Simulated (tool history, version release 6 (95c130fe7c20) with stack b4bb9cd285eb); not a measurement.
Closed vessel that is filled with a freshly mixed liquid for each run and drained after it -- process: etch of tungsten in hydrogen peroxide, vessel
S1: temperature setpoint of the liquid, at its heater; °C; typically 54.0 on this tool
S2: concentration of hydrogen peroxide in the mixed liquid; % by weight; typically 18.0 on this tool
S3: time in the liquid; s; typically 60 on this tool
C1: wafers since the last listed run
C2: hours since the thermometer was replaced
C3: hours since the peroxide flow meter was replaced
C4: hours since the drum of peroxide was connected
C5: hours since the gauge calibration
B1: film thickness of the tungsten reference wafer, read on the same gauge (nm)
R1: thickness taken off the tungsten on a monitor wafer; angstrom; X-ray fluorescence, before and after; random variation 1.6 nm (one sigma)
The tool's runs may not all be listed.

Run 1, hour 0.0: usual settings; C1 0; C2 1873.3; C3 305.4; C4 124.6; C5 349.9; B1 109.96. Result: R1 1773.6 angstrom.
Run 2, hour 15.1: usual settings; C1 1093; C2 1888.4; C3 320.5; C4 139.7; C5 365.0; B1 110.00. Result: R1 1759.5 angstrom.
Run 3, hour 37.5: usual settings; C1 1622; C2 1910.8; C3 342.9; C4 162.1; C5 387.4; B1 109.99. Result: R1 1783.2 angstrom.
Run 4, hour 65.0: usual settings; C1 1991; C2 1938.3; C3 370.4; C4 189.6; C5 414.9; B1 110.00. Result: R1 1764.6 angstrom.
Run 5, hour 120.0: usual settings; C1 3983; C2 1993.3; C3 425.4; C4 244.6; C5 469.9; B1 109.98. Result: R1 1728.6 angstrom.
Run 6, hour 142.4: usual settings; C1 1622; C2 2015.7; C3 447.8; C4 267.0; C5 492.3; B1 109.97. Result: R1 1728.2 angstrom.
Run 7, hour 170.8: usual settings; C1 2056; C2 2044.1; C3 476.2; C4 295.4; C5 520.7; B1 110.00. Result: R1 1740.2 angstrom.
Run 8, hour 194.0: usual settings; C1 1680; C2 2067.3; C3 499.4; C4 318.6; C5 543.9; B1 109.96. Result: R1 1722.7 angstrom.
Run 9, hour 216.6: usual settings; C1 1636; C2 2089.9; C3 522.0; C4 341.2; C5 566.5; B1 110.05. Result: R1 1692.5 angstrom.
At hour 225.7: peroxide flow meter replaced.
At hour 230.6: new drum of peroxide connected.
Run 10, hour 243.5: usual settings but S1 47.0 °C; C1 1803; C2 2116.8; C3 17.8; C4 12.9; C5 593.4; B1 109.96. Result: R1 1168.8 angstrom.
Run 11, hour 258.6: usual settings but S1 47.0 °C; C1 1093; C2 2131.9; C3 32.9; C4 28.0; C5 608.5; B1 110.07. Result: R1 1167.0 angstrom.
Run 12, hour 285.4: usual settings but S1 47.0 °C; C1 1940; C2 2158.7; C3 59.7; C4 54.8; C5 635.3; B1 110.01. Result: R1 1157.4 angstrom.
Run 13, hour 310.0: usual settings; C1 1781; C2 2183.3; C3 84.3; C4 79.4; C5 659.9; B1 110.02. Result: R1 1771.1 angstrom.
Run 14, hour 329.7: usual settings; C1 1426; C2 2203.0; C3 104.0; C4 99.1; C5 679.6; B1 109.97. Result: R1 1761.0 angstrom.
Run 15, hour 352.4: usual settings but S2 16.0 % by weight, S3 70 s; C1 1644; C2 2225.7; C3 126.7; C4 121.8; C5 702.3; B1 110.00. Result: R1 1963.5 angstrom.
Run 16, hour 381.3: usual settings but S3 70 s; C1 2093; C2 2254.6; C3 155.6; C4 150.7; C5 731.2; B1 109.98. Result: R1 2016.6 angstrom.
Run 17, hour 407.8: usual settings but S1 47.0 °C; C1 1919; C2 2281.1; C3 182.1; C4 177.2; C5 757.7; B1 110.01. Result: R1 1153.3 angstrom.
Run 18, hour 431.9: usual settings but S3 30 s; C1 1745; C2 2305.2; C3 206.2; C4 201.3; C5 781.8; B1 109.97. Result: R1 875.9 angstrom.
Run 19, hour 454.1: usual settings; C1 1607; C2 2327.4; C3 228.4; C4 223.5; C5 804.0; B1 110.06. Result: R1 1752.8 angstrom.
Run 20, hour 474.9: usual settings but S2 20.5 % by weight; C1 1506; C2 2348.2; C3 249.2; C4 244.3; C5 824.8; B1 109.99. Result: R1 1844.2 angstrom.
Run 21, hour 491.1: usual settings; C1 1173; C2 2364.4; C3 265.4; C4 260.5; C5 841.0; B1 109.99. Result: R1 1752.8 angstrom.
Run 22, hour 506.3: usual settings; C1 1100; C2 2379.6; C3 280.6; C4 275.7; C5 856.2; B1 110.01. Result: R1 1750.7 angstrom.
At hour 510.9: gauge calibrated.
Run 23, hour 526.7: usual settings but S2 16.0 % by weight, S3 70 s; C1 1477; C2 2400.0; C3 301.0; C4 296.1; C5 15.8; B1 110.01. Result: R1 1928.4 angstrom.
At hour 548.2: thermometer replaced.
Run 24, hour 561.5: usual settings but S3 85 s; C1 2447; C2 13.3; C3 335.8; C4 330.9; C5 50.6; B1 110.00. Result: R1 2443.3 angstrom.
Run 25, hour 590.7: usual settings but S1 58.0 °C, S2 13.5 % by weight, S3 35 s; C1 2114; C2 42.5; C3 365.0; C4 360.1; C5 79.8; B1 110.03. Result: R1 1099.3 angstrom.
At hour 620.3: new drum of peroxide connected.
Run 26, hour 639.7: usual settings but S2 19.5 % by weight, S3 70 s; C1 3476; C2 91.5; C3 414.0; C4 19.4; C5 128.8; B1 109.98. Result: R1 2152.0 angstrom.
Run 27, hour 664.2: usual settings but S1 62.5 °C, S2 15.0 % by weight, S3 80 s; C1 1774; C2 116.0; C3 438.5; C4 43.9; C5 153.3; B1 109.98. Result: R1 3547.0 angstrom.
Run 28, hour 690.3: usual settings but S1 62.0 °C, S2 22.0 % by weight, S3 95 s; C1 1890; C2 142.1; C3 464.6; C4 70.0; C5 179.4; B1 110.03. Result: R1 4930.4 angstrom.
Run 29, hour 723.5: usual settings; C1 2404; C2 175.3; C3 497.8; C4 103.2; C5 212.6; B1 110.01. Result: R1 1779.9 angstrom.

List, for all runs, the conditions of the tool that the log does not record:
liquid colder than its thermometer reads (K): 0 in every run
peroxide flow above the setpoint (%): 0 in every run
gauge reads high (%): 0 in every run
H1: peroxide weaker than its label (%)
run     H1
  1   2.84
  2   3.14
  3   3.59
  4   4.14
  5   5.23
  6   5.68
  7   6.24
  8   6.71
  9   7.16
 10  0.741
 11   1.04
 12   1.58
 13   2.07
 14   2.46
 15   2.91
 16   3.49
 17   4.02
 18    4.5
 19   4.94
 20   5.35
 21   5.68
 22   5.98
 23   6.39
 24   7.08
 25   7.66
 26   2.06
 27   2.55
 28   3.07
 29   3.73
